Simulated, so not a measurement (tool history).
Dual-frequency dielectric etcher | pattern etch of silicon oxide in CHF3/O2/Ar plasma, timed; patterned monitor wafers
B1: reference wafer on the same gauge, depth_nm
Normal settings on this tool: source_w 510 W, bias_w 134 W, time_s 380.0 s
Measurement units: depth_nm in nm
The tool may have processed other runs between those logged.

{"run": 1, "hour": 0.0, "source_w": 510, "bias_w": 148, "time_s": 380.0, "B1": 733.1, "depth_nm": 664.2}
{"run": 2, "hour": 34.9, "source_w": 510, "bias_w": 134, "time_s": 462.0, "B1": 733.2, "depth_nm": 783.7}
{"hour": 61.8, "done": "upper electrode replaced"}
{"run": 3, "hour": 62.3, "source_w": 510, "bias_w": 134, "time_s": 462.0, "B1": 732.3, "depth_nm": 787.0}
{"run": 4, "hour": 62.7, "source_w": 590, "bias_w": 134, "time_s": 380.0, "B1": 733.3, "depth_nm": 675.3}
{"hour": 68.4, "done": "source power generator calibrated"}
{"run": 5, "hour": 72.7, "source_w": 590, "bias_w": 134, "time_s": 380.0, "B1": 731.9, "depth_nm": 679.8}
{"run": 6, "hour": 80.1, "source_w": 510, "bias_w": 134, "time_s": 355.5, "B1": 731.8, "depth_nm": 604.2}
{"run": 7, "hour": 86.3, "source_w": 510, "bias_w": 134, "time_s": 355.5, "B1": 733.4, "depth_nm": 606.3}
{"run": 8, "hour": 100.9, "source_w": 510, "bias_w": 134, "time_s": 355.5, "B1": 733.3, "depth_nm": 609.6}
{"run": 9, "hour": 107.3, "source_w": 410, "bias_w": 148, "time_s": 380.0, "B1": 733.1, "depth_nm": 627.7}
{"hour": 120.3, "done": "gauge calibrated"}
{"run": 10, "hour": 122.0, "source_w": 480, "bias_w": 115, "time_s": 459.0, "B1": 734.0, "depth_nm": 742.3}
{"run": 11, "hour": 130.1, "source_w": 390, "bias_w": 134, "time_s": 272.0, "B1": 733.8, "depth_nm": 432.3}
{"run": 12, "hour": 143.3, "source_w": 470, "bias_w": 134, "time_s": 334.5, "B1": 734.7, "depth_nm": 559.4}
{"run": 13, "hour": 156.6, "source_w": 400, "bias_w": 149, "time_s": 318.0, "B1": 734.0, "depth_nm": 524.6}
{"run": 14, "hour": 165.0, "source_w": 510, "bias_w": 134, "time_s": 380.0, "B1": 734.9, "depth_nm": 650.5}
{"run": 15, "hour": 182.2, "source_w": 510, "bias_w": 148, "time_s": 380.0, "B1": 734.2, "depth_nm": 666.3}
{"run": 16, "hour": 196.9, "source_w": 560, "bias_w": 122, "time_s": 380.0, "B1": 734.0, "depth_nm": 654.4}
{"run": 17, "hour": 206.3, "source_w": 510, "bias_w": 148, "time_s": 380.0, "B1": 733.9, "depth_nm": 674.0}
{"hour": 234.5, "done": "bias power generator calibrated"}
{"hour": 236.7, "done": "wet clean of the chamber"}
{"run": 18, "hour": 237.2, "source_w": 510, "bias_w": 134, "time_s": 380.0, "B1": 732.7, "depth_nm": 615.3}
{"run": 19, "hour": 237.7, "source_w": 600, "bias_w": 134, "time_s": 313.5, "B1": 732.2, "depth_nm": 532.2}
{"run": 20, "hour": 242.0, "source_w": 620, "bias_w": 134, "time_s": 474.5, "B1": 732.1, "depth_nm": 814.9}
{"run": 21, "hour": 257.7, "source_w": 510, "bias_w": 167, "time_s": 380.0, "B1": 732.2, "depth_nm": 656.2}
{"run": 22, "hour": 264.0, "source_w": 510, "bias_w": 134, "time_s": 462.0, "B1": 733.6, "depth_nm": 743.2}
{"run": 23, "hour": 275.9, "source_w": 510, "bias_w": 108, "time_s": 298.0, "B1": 733.0, "depth_nm": 457.3}
{"run": 24, "hour": 283.1, "source_w": 440, "bias_w": 102, "time_s": 270.0, "B1": 733.5, "depth_nm": 391.5}
{"run": 25, "hour": 300.4, "source_w": 510, "bias_w": 134, "time_s": 380.0, "B1": 733.9, "depth_nm": 615.7}
{"run": 26, "hour": 318.1, "source_w": 380, "bias_w": 167, "time_s": 380.0, "B1": 733.6, "depth_nm": 613.7}
{"run": 27, "hour": 329.9, "source_w": 470, "bias_w": 160, "time_s": 458.0, "B1": 733.0, "depth_nm": 766.9}

Run 28 has not been measured yet. What should we expect?
{"run": 28, "hour": 341.6, "source_w": 420, "bias_w": 121, "time_s": 380.0, "B1": "?", "depth_nm": "?"}

B1: 733.4
depth_nm: 569.9 nm
If the tool had no hidden condition, the same run with the same run-to-run variation would have returned depth_nm 567.7 nm.

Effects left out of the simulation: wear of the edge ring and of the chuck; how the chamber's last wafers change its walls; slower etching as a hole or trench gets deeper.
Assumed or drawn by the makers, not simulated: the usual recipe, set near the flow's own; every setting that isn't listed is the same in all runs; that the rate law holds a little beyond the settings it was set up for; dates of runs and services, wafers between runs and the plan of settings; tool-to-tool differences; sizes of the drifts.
